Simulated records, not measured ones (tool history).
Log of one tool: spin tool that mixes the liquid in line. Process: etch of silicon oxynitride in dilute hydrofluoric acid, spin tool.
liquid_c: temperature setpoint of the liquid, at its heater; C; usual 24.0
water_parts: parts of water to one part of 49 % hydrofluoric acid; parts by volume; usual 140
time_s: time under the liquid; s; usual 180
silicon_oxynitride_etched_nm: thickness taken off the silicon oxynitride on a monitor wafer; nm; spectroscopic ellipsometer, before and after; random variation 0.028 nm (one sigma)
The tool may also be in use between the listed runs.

run,hour,liquid_c,water_parts,time_s,wafers since the last listed run,hours since the thermometer was replaced,hours since the hydrofluoric acid flow meter was replaced,hours since the gauge calibration,"read-back film thickness of the silicon oxynitride reference wafer, read on the same gauge (nm)",silicon_oxynitride_etched_nm
1,0.0,24.0,140,180,0,1269.8,261.6,353.8,89.99,5.98
2,20.0,24.0,140,180,133,1289.8,281.6,373.8,90.00,5.96
3,28.9,20.5,140,265,59,1298.7,290.5,382.7,90.02,7.49
4,40.3,20.5,140,265,75,1310.1,301.9,394.1,90.00,7.46
5,55.6,20.5,140,265,101,1325.4,317.2,409.4,90.02,7.46
6,68.2,24.0,185,210,83,1338.0,329.8,422.0,90.02,5.07
7,80.2,24.0,185,210,79,1350.0,341.8,434.0,90.00,5.08
8,93.3,24.0,140,180,87,1363.1,354.9,447.1,90.01,6.02
9,101.7,24.0,140,180,55,1371.5,363.3,455.5,89.99,5.98
# hour 109.9: gauge calibrated
10,111.8,24.0,140,180,67,1381.6,373.4,1.9,89.98,5.93
11,129.7,24.0,140,180,119,1399.5,391.3,19.8,89.99,5.98
# hour 140.8: thermometer replaced
12,144.1,24.0,140,180,89,3.3,405.7,34.2,90.00,5.50
13,151.2,24.0,140,180,47,10.4,412.8,41.3,90.00,5.52
14,162.2,24.0,180,220,73,21.4,423.8,52.3,90.01,5.02
15,176.3,28.0,195,80,93,35.5,437.9,66.4,90.00,1.98
16,187.9,24.0,140,180,77,47.1,449.5,78.0,89.98,5.45
17,202.1,24.0,140,125,94,61.3,463.7,92.2,89.99,3.80
18,218.6,19.0,165,115,109,77.8,480.2,108.7,90.03,2.32
19,229.4,24.0,140,115,71,88.6,491.0,119.5,90.00,3.49
20,246.5,20.5,95,270,113,105.7,508.1,136.6,90.00,10.57
21,261.0,27.5,115,105,96,120.2,522.6,151.1,89.97,4.64
# hour 271.8: hydrofluoric acid flow meter replaced
22,272.3,20.5,160,230,68,131.5,0.5,162.4,90.00,5.31
23,278.6,24.0,140,265,41,137.8,6.8,168.7,90.01,8.41
24,294.6,24.0,140,180,106,153.8,22.8,184.7,90.00,5.71
25,310.2,22.5,140,180,103,169.4,38.4,200.3,89.97,5.33
26,330.3,27.5,140,125,133,189.5,58.5,220.4,89.99,4.65
27,340.7,24.0,140,100,69,199.9,68.9,230.8,90.00,3.16
28,356.8,24.0,140,180,107,216.0,85.0,246.9,89.99,5.74

How the hidden state differs across the entries between the runs, from the last listed run before each to the first after it:
Between runs 9 and 10: gauge calibrated (hour 109.9)
  liquid hotter than its thermometer reads (K): 2.2 -> 2.21; hydrofluoric acid flow below the setpoint (%): 2.57 -> 2.63
  measured less the result without the state, silicon_oxynitride_etched_nm: +0.41 -> +0.41 nm
Between runs 11 and 12: thermometer replaced (hour 140.8)
  liquid hotter than its thermometer reads (K): 2.24 -> 0.285; hydrofluoric acid flow below the setpoint (%): 2.74 -> 2.82
  measured less the result without the state, silicon_oxynitride_etched_nm: +0.41 -> -0.10 nm
Between runs 21 and 22: hydrofluoric acid flow meter replaced (hour 271.8)
  liquid hotter than its thermometer reads (K): 0.462 -> 0.48; hydrofluoric acid flow below the setpoint (%): 3.52 -> 0.019
  measured less the result without the state, silicon_oxynitride_etched_nm: -0.09 -> +0.11 nm

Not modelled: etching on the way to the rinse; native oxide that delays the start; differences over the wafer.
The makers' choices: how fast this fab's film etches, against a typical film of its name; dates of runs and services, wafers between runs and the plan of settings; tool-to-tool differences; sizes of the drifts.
